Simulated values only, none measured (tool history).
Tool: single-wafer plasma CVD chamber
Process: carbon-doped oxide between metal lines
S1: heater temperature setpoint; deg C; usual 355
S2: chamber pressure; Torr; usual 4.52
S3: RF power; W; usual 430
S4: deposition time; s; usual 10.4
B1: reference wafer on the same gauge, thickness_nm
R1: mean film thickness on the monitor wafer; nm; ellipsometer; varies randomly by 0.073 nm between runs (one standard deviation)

run,hour,S1,S2,S3,S4,B1,R1
1,0,355,4.52,430,10.4,39.096,48.637
2,11.6,355,4.52,430,10.4,39.104,48.797
3,24.8,355,4.52,430,10.4,39.099,48.792
4,53.5,355,4.52,430,10.4,39.101,48.744
5,70.3,355,4.52,430,10.4,39.097,48.614
6,80.8,355,4.52,430,10.4,39.1,48.69
7,96.1,355,4.52,430,10.4,39.105,48.784
# hour 96.7: gauge calibrated
8,103.3,355,4.15,430,9.6,39.105,44.36
# hour 117.2: RF generator calibrated
9,117.7,355,4.52,430,10.4,39.099,48.64
10,124.4,355,4.52,430,10.4,39.094,48.58
11,131.3,355,4.13,480,10.4,39.093,50.514
12,141.6,355,5.12,465,9.2,39.096,45.845
# hour 155.4: thermocouple changed; heater temperature recalibrated
# hour 159.5: showerhead replaced
# hour 171.2: capacitance manometer re-zeroed and calibrated
13,195.2,368,4.01,505,9.2,39.088,44.406
14,209.3,355,3.97,430,10.4,39.089,47.666
15,217.3,365,5.38,465,9.3,39.1,45.62

Below are 4 alternative next runs, each starting from the tool's condition after run 15. Predict each:
A,217.7,355,4.52,430,10.4,?,?
B,217.7,355,4.52,385,10.4,?,?
C,217.7,368,4.06,430,10.4,?,?
D,217.7,355,4.52,430,11.9,?,?

run,B1,R1
A,39.109,48.613
B,39.109,46.071
C,39.109,46.428
D,39.109,55.503
What these runs would have given with no unlogged condition in the tool:
run,R1
A,48.613
B,46.071
C,46.428
D,55.503

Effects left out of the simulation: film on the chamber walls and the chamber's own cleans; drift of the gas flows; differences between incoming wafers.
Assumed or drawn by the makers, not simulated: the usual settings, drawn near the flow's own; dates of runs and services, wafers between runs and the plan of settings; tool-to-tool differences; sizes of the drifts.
